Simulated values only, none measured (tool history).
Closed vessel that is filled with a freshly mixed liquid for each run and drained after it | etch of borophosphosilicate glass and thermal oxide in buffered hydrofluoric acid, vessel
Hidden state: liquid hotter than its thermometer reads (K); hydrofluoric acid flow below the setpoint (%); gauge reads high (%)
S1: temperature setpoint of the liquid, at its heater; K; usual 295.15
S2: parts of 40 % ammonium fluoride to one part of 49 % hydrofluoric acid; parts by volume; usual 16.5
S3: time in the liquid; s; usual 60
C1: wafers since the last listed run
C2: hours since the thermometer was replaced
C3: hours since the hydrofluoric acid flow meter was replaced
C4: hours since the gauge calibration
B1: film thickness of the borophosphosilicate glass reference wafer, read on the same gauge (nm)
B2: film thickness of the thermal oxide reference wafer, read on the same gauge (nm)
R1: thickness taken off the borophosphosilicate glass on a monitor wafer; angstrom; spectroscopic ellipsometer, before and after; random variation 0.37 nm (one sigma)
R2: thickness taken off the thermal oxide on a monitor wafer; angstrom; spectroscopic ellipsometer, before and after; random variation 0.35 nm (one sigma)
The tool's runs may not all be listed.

Run 1, hour 0.0: usual settings but S2 18.5 parts by volume; C1 0; C2 1453.9; C3 1991.7; C4 306.0; B1 30.03; B2 129.99. Result: R1 592.1 angstrom, R2 310.2 angstrom.
Run 2, hour 44.9: usual settings but S2 18.5 parts by volume; C1 5999; C2 1498.8; C3 2036.6; C4 350.9; B1 30.00; B2 130.01. Result: R1 595.5 angstrom, R2 309.8 angstrom.
Run 3, hour 54.8: usual settings but S2 18.5 parts by volume; C1 1322; C2 1508.7; C3 2046.5; C4 360.8; B1 30.01; B2 130.01. Result: R1 596.0 angstrom, R2 304.7 angstrom.
Run 4, hour 62.4: usual settings; C1 1015; C2 1516.3; C3 2054.1; C4 368.4; B1 30.01; B2 130.01. Result: R1 660.4 angstrom, R2 337.2 angstrom.
Run 5, hour 75.3: usual settings; C1 1723; C2 1529.2; C3 2067.0; C4 381.3; B1 29.97; B2 130.01. Result: R1 663.4 angstrom, R2 338.0 angstrom.
Run 6, hour 123.5: usual settings; C1 6440; C2 1577.4; C3 2115.2; C4 429.5; B1 30.02; B2 130.00. Result: R1 652.1 angstrom, R2 341.9 angstrom.
Run 7, hour 131.9: usual settings; C1 1122; C2 1585.8; C3 2123.6; C4 437.9; B1 29.99; B2 130.01. Result: R1 655.6 angstrom, R2 335.8 angstrom.
At hour 144.9: thermometer replaced.
Run 8, hour 168.0: usual settings but S3 50 s; C1 4689; C2 23.1; C3 2159.7; C4 474.0; B1 30.03; B2 129.97. Result: R1 542.6 angstrom, R2 280.7 angstrom.
Run 9, hour 185.8: usual settings; C1 2378; C2 40.9; C3 2177.5; C4 491.8; B1 30.02; B2 129.98. Result: R1 654.6 angstrom, R2 337.1 angstrom.
Run 10, hour 200.0: usual settings but S1 298.65 K; C1 1897; C2 55.1; C3 2191.7; C4 506.0; B1 30.01; B2 130.00. Result: R1 791.5 angstrom, R2 407.5 angstrom.
Run 11, hour 206.8: usual settings but S1 298.65 K; C1 908; C2 61.9; C3 2198.5; C4 512.8; B1 30.01; B2 129.99. Result: R1 788.9 angstrom, R2 404.0 angstrom.
At hour 218.0: hydrofluoric acid flow meter replaced.
Run 12, hour 223.0: usual settings; C1 2030; C2 78.1; C3 5.0; C4 529.0; B1 29.94; B2 130.00. Result: R1 717.3 angstrom, R2 371.4 angstrom.
Run 13, hour 231.5: usual settings but S1 298.15 K, S2 12.5 parts by volume; C1 1135; C2 86.6; C3 13.5; C4 537.5; B1 29.99; B2 129.99. Result: R1 1113.1 angstrom, R2 579.8 angstrom.
Run 14, hour 240.0: usual settings; C1 1135; C2 95.1; C3 22.0; C4 546.0; B1 30.02; B2 130.00. Result: R1 720.9 angstrom, R2 371.1 angstrom.
Run 15, hour 252.4: usual settings but S1 297.65 K, S2 21.0 parts by volume, S3 75 s; C1 1656; C2 107.5; C3 34.4; C4 558.4; B1 29.98; B2 130.02. Result: R1 828.1 angstrom, R2 423.4 angstrom.
At hour 271.4: gauge calibrated.
Run 16, hour 285.8: usual settings; C1 4462; C2 140.9; C3 67.8; C4 14.4; B1 30.02; B2 130.01. Result: R1 714.7 angstrom, R2 370.9 angstrom.
Run 17, hour 297.5: usual settings but S1 297.65 K; C1 1563; C2 152.6; C3 79.5; C4 26.1; B1 29.99; B2 129.99. Result: R1 823.5 angstrom, R2 422.8 angstrom.
Run 18, hour 312.3: usual settings but S1 291.65 K, S2 22.0 parts by volume, S3 35 s; C1 1977; C2 167.4; C3 94.3; C4 40.9; B1 29.97; B2 130.02. Result: R1 268.9 angstrom, R2 137.7 angstrom.
Run 19, hour 322.3: usual settings but S1 299.15 K; C1 1336; C2 177.4; C3 104.3; C4 50.9; B1 29.99; B2 129.99. Result: R1 895.1 angstrom, R2 454.0 angstrom.
Run 20, hour 330.4: usual settings but S1 299.15 K, S2 19.5 parts by volume; C1 1082; C2 185.5; C3 112.4; C4 59.0; B1 30.00; B2 130.01. Result: R1 750.4 angstrom, R2 390.6 angstrom.
Run 21, hour 338.0: usual settings but S1 299.65 K; C1 1015; C2 193.1; C3 120.0; C4 66.6; B1 30.02; B2 130.02. Result: R1 914.9 angstrom, R2 470.1 angstrom.
Run 22, hour 346.1: usual settings but S1 297.15 K, S2 22.5 parts by volume, S3 75 s; C1 1082; C2 201.2; C3 128.1; C4 74.7; B1 29.98; B2 129.98. Result: R1 766.8 angstrom, R2 393.7 angstrom.
Run 23, hour 359.9: usual settings but S3 80 s; C1 1843; C2 215.0; C3 141.9; C4 88.5; B1 30.01; B2 130.00. Result: R1 951.7 angstrom, R2 489.3 angstrom.
Run 24, hour 372.8: usual settings but S1 293.15 K, S2 19.0 parts by volume, S3 70 s; C1 1723; C2 227.9; C3 154.8; C4 101.4; B1 29.96; B2 130.00. Result: R1 650.3 angstrom, R2 332.0 angstrom.
Run 25, hour 379.3: usual settings; C1 868; C2 234.4; C3 161.3; C4 107.9; B1 29.99; B2 130.00. Result: R1 715.4 angstrom, R2 363.0 angstrom.

How the hidden state differs across the entries between the runs, from the last listed run before each to the first after it:
Between runs 7 and 8: thermometer replaced (hour 144.9)
  hydrofluoric acid flow below the setpoint (%): 11.2 -> 11.4
  measured less the result without the state, R1: -81.8 -> -68.9 angstrom; R2: -41.7 -> -35.5 angstrom
Between runs 11 and 12: hydrofluoric acid flow meter replaced (hour 218.0)
  hydrofluoric acid flow below the setpoint (%): 11.6 -> 2.22
  measured less the result without the state, R1: -101.9 -> -16.1 angstrom; R2: -51.9 -> -8.3 angstrom
Between runs 15 and 16: gauge calibrated (hour 271.4)
  hydrofluoric acid flow below the setpoint (%): 2.36 -> 2.53
  measured less the result without the state, R1: -13.8 -> -18.4 angstrom; R2: -7.0 -> -9.5 angstrom
